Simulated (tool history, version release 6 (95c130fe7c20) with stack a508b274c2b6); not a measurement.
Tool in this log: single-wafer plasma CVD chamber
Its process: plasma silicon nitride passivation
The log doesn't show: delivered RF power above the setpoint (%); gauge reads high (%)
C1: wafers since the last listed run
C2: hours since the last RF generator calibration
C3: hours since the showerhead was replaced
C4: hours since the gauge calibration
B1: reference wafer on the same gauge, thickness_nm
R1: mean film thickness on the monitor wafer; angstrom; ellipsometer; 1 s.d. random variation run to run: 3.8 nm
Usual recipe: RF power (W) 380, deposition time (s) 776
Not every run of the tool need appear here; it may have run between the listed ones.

{"run": 1, "hour": 0.0, "RF power (W)": 380, "deposition time (s)": 776, "C1": 0, "C2": 1465.7, "C3": 3701.9, "C4": 951, "B1": 1201.118, "R1": 10462.37}
{"run": 2, "hour": 54.4, "RF power (W)": 380, "deposition time (s)": 776, "C1": 163, "C2": 1520.1, "C3": 3756.3, "C4": 1005.4, "B1": 1200.397, "R1": 10476.37}
{"run": 3, "hour": 85.7, "RF power (W)": 380, "deposition time (s)": 776, "C1": 94, "C2": 1551.4, "C3": 3787.6, "C4": 1036.7, "B1": 1200.533, "R1": 10440.24}
{"run": 4, "hour": 128.9, "RF power (W)": 380, "deposition time (s)": 776, "C1": 130, "C2": 1594.6, "C3": 3830.8, "C4": 1079.9, "B1": 1200.197, "R1": 10466.28}
{"run": 5, "hour": 191.0, "RF power (W)": 380, "deposition time (s)": 776, "C1": 187, "C2": 1656.7, "C3": 3892.9, "C4": 1142, "B1": 1201.64, "R1": 10419.43}
{"run": 6, "hour": 243.0, "RF power (W)": 340, "deposition time (s)": 776, "C1": 156, "C2": 1708.7, "C3": 3944.9, "C4": 1194, "B1": 1199.593, "R1": 10057.22}
{"run": 7, "hour": 284.4, "RF power (W)": 340, "deposition time (s)": 776, "C1": 124, "C2": 1750.1, "C3": 3986.3, "C4": 1235.4, "B1": 1199.037, "R1": 10084.13}
{"run": 8, "hour": 350.6, "RF power (W)": 340, "deposition time (s)": 776, "C1": 199, "C2": 1816.3, "C3": 4052.5, "C4": 1301.6, "B1": 1200.213, "R1": 10113.78}
{"run": 9, "hour": 396.3, "RF power (W)": 380, "deposition time (s)": 776, "C1": 137, "C2": 1862, "C3": 4098.2, "C4": 1347.3, "B1": 1200.849, "R1": 10387.71}
{"run": 10, "hour": 434.6, "RF power (W)": 380, "deposition time (s)": 776, "C1": 115, "C2": 1900.3, "C3": 4136.5, "C4": 1385.6, "B1": 1199.722, "R1": 10423.04}
{"run": 11, "hour": 487.9, "RF power (W)": 380, "deposition time (s)": 776, "C1": 160, "C2": 1953.6, "C3": 4189.8, "C4": 1438.9, "B1": 1200.696, "R1": 10379.73}
{"run": 12, "hour": 552.1, "RF power (W)": 380, "deposition time (s)": 776, "C1": 193, "C2": 2017.8, "C3": 4254, "C4": 1503.1, "B1": 1201.749, "R1": 10436.03}
{"run": 13, "hour": 734.7, "RF power (W)": 380, "deposition time (s)": 776, "C1": 549, "C2": 2200.4, "C3": 4436.6, "C4": 1685.7, "B1": 1198.408, "R1": 10406.89}
{"hour": 796.7, "done": "RF generator calibrated"}
{"run": 14, "hour": 797.2, "RF power (W)": 380, "deposition time (s)": 835, "C1": 164, "C2": 0.5, "C3": 4499.1, "C4": 1748.2, "B1": 1201.28, "R1": 11572.13}
{"run": 15, "hour": 828.0, "RF power (W)": 310, "deposition time (s)": 733, "C1": 92, "C2": 31.3, "C3": 4529.9, "C4": 1779, "B1": 1199.249, "R1": 9485.64}
{"hour": 855.6, "done": "showerhead replaced, of another model than before"}
{"run": 16, "hour": 878.6, "RF power (W)": 325, "deposition time (s)": 852, "C1": 128, "C2": 81.9, "C3": 23, "C4": 1829.6, "B1": 1198.914, "R1": 11360.74}
{"run": 17, "hour": 922.9, "RF power (W)": 345, "deposition time (s)": 871, "C1": 133, "C2": 126.2, "C3": 67.3, "C4": 1873.9, "B1": 1199.821, "R1": 11762.15}
{"hour": 952.8, "done": "gauge calibrated"}
{"run": 18, "hour": 969.3, "RF power (W)": 325, "deposition time (s)": 776, "C1": 139, "C2": 172.6, "C3": 113.7, "C4": 16.5, "B1": 1199.549, "R1": 10316.54}
{"run": 19, "hour": 1034.2, "RF power (W)": 330, "deposition time (s)": 848, "C1": 195, "C2": 237.5, "C3": 178.6, "C4": 81.4, "B1": 1199.304, "R1": 11354.91}
{"run": 20, "hour": 1071.1, "RF power (W)": 430, "deposition time (s)": 847, "C1": 111, "C2": 274.4, "C3": 215.5, "C4": 118.3, "B1": 1197.993, "R1": 11874.28}
{"run": 21, "hour": 1135.0, "RF power (W)": 415, "deposition time (s)": 640, "C1": 192, "C2": 338.3, "C3": 279.4, "C4": 182.2, "B1": 1200.966, "R1": 8886.9}
{"run": 22, "hour": 1183.8, "RF power (W)": 380, "deposition time (s)": 776, "C1": 146, "C2": 387.1, "C3": 328.2, "C4": 231, "B1": 1201.058, "R1": 10571.98}
{"run": 23, "hour": 1225.0, "RF power (W)": 325, "deposition time (s)": 733, "C1": 124, "C2": 428.3, "C3": 369.4, "C4": 272.2, "B1": 1199.579, "R1": 9716.26}
{"run": 24, "hour": 1266.8, "RF power (W)": 315, "deposition time (s)": 650, "C1": 125, "C2": 470.1, "C3": 411.2, "C4": 314, "B1": 1200.488, "R1": 8597.62}
{"run": 25, "hour": 1336.1, "RF power (W)": 380, "deposition time (s)": 776, "C1": 208, "C2": 539.4, "C3": 480.5, "C4": 383.3, "B1": 1199.749, "R1": 10607.3}
{"run": 26, "hour": 1362.8, "RF power (W)": 380, "deposition time (s)": 776, "C1": 80, "C2": 566.1, "C3": 507.2, "C4": 410, "B1": 1199.767, "R1": 10536.47}
{"run": 27, "hour": 1421.1, "RF power (W)": 435, "deposition time (s)": 820, "C1": 175, "C2": 624.4, "C3": 565.5, "C4": 468.3, "B1": 1199.433, "R1": 11518.38}
{"run": 28, "hour": 1463.6, "RF power (W)": 380, "deposition time (s)": 859, "C1": 127, "C2": 666.9, "C3": 608, "C4": 510.8, "B1": 1198.98, "R1": 11742.19}
{"run": 29, "hour": 1504.8, "RF power (W)": 450, "deposition time (s)": 736, "C1": 124, "C2": 708.1, "C3": 649.2, "C4": 552, "B1": 1201.106, "R1": 10355.42}

What the log doesn't show, run by run:
gauge reads high (%): 0 across all the runs
H1: delivered RF power above the setpoint (%)
run=1 H1=-7.82
run=2 H1=-7.9
run=3 H1=-7.95
run=4 H1=-8
run=5 H1=-8.08
run=6 H1=-8.14
run=7 H1=-8.18
run=8 H1=-8.25
run=9 H1=-8.29
run=10 H1=-8.33
run=11 H1=-8.37
run=12 H1=-8.42
run=13 H1=-8.53
run=14 H1=-0.386
run=15 H1=-0.735
run=16 H1=-1.28
run=17 H1=-1.72
run=18 H1=-2.16
run=19 H1=-2.73
run=20 H1=-3.03
run=21 H1=-3.52
run=22 H1=-3.86
run=23 H1=-4.13
run=24 H1=-4.4
run=25 H1=-4.8
run=26 H1=-4.94
run=27 H1=-5.24
run=28 H1=-5.44
run=29 H1=-5.63
